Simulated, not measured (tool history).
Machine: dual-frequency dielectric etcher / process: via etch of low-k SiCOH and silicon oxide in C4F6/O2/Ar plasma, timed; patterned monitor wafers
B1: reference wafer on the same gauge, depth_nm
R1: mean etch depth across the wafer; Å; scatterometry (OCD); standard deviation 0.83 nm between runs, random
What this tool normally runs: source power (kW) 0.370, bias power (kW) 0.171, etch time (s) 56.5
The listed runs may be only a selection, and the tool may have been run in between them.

{"run": 1, "hour": 0.0, "source power (kW)": 0.37, "bias power (kW)": 0.171, "etch time (s)": 67.5, "B1": 144.1, "R1": 1618}
{"run": 2, "hour": 58.2, "source power (kW)": 0.37, "bias power (kW)": 0.171, "etch time (s)": 56.5, "B1": 143.9, "R1": 1352}
{"run": 3, "hour": 93.5, "source power (kW)": 0.37, "bias power (kW)": 0.171, "etch time (s)": 56.5, "B1": 143.9, "R1": 1344}
{"hour": 122.1, "done": "wet clean of the chamber"}
{"hour": 135.4, "done": "upper electrode replaced"}
{"run": 4, "hour": 135.9, "source power (kW)": 0.37, "bias power (kW)": 0.171, "etch time (s)": 56.5, "B1": 143.8, "R1": 1305}
{"run": 5, "hour": 140.7, "source power (kW)": 0.37, "bias power (kW)": 0.171, "etch time (s)": 56.5, "B1": 144.2, "R1": 1308}
{"hour": 159.6, "done": "source power generator calibrated"}
{"hour": 172.7, "done": "gauge calibrated"}
{"hour": 189.0, "done": "wet clean of the chamber, repeated, since the last time left the tool worse"}
{"run": 6, "hour": 189.5, "source power (kW)": 0.37, "bias power (kW)": 0.171, "etch time (s)": 56.5, "B1": 144.3, "R1": 1381}
{"run": 7, "hour": 189.8, "source power (kW)": 0.37, "bias power (kW)": 0.171, "etch time (s)": 56.5, "B1": 143.9, "R1": 1393}
{"run": 8, "hour": 220.5, "source power (kW)": 0.37, "bias power (kW)": 0.171, "etch time (s)": 56.5, "B1": 144.1, "R1": 1388}
{"hour": 240.5, "done": "bias power generator calibrated"}
{"run": 9, "hour": 241.0, "source power (kW)": 0.37, "bias power (kW)": 0.146, "etch time (s)": 56.5, "B1": 143.8, "R1": 1342}
{"run": 10, "hour": 266.4, "source power (kW)": 0.37, "bias power (kW)": 0.171, "etch time (s)": 56.5, "B1": 144.5, "R1": 1386}
{"run": 11, "hour": 291.2, "source power (kW)": 0.37, "bias power (kW)": 0.171, "etch time (s)": 71.0, "B1": 143.6, "R1": 1739}
{"run": 12, "hour": 312.0, "source power (kW)": 0.37, "bias power (kW)": 0.171, "etch time (s)": 56.5, "B1": 143.8, "R1": 1372}
{"run": 13, "hour": 344.8, "source power (kW)": 0.37, "bias power (kW)": 0.199, "etch time (s)": 56.5, "B1": 144.3, "R1": 1440}
{"run": 14, "hour": 361.0, "source power (kW)": 0.29, "bias power (kW)": 0.134, "etch time (s)": 70.0, "B1": 143.9, "R1": 1456}

Subtracting, for every run, the result it would have given without the tool's unlogged condition from the measured result gives the following. The same run-to-run variation enters both numbers; the gauge's scatter may not:
Hidden conditions of the tool in this case: etch rate over this chamber's usual, %; source power that arrives over what is set, %; bias power that arrives over what is set, %; gauge reads high (%).
run=1 R1=-51
run=2 R1=-49
run=3 R1=-54
run=4 R1=-90
run=5 R1=-92
run=6 R1=-7
run=7 R1=-7
run=8 R1=-10
run=9 R1=-12
run=10 R1=-16
run=11 R1=-23
run=12 R1=-20
run=13 R1=-26
run=14 R1=-28
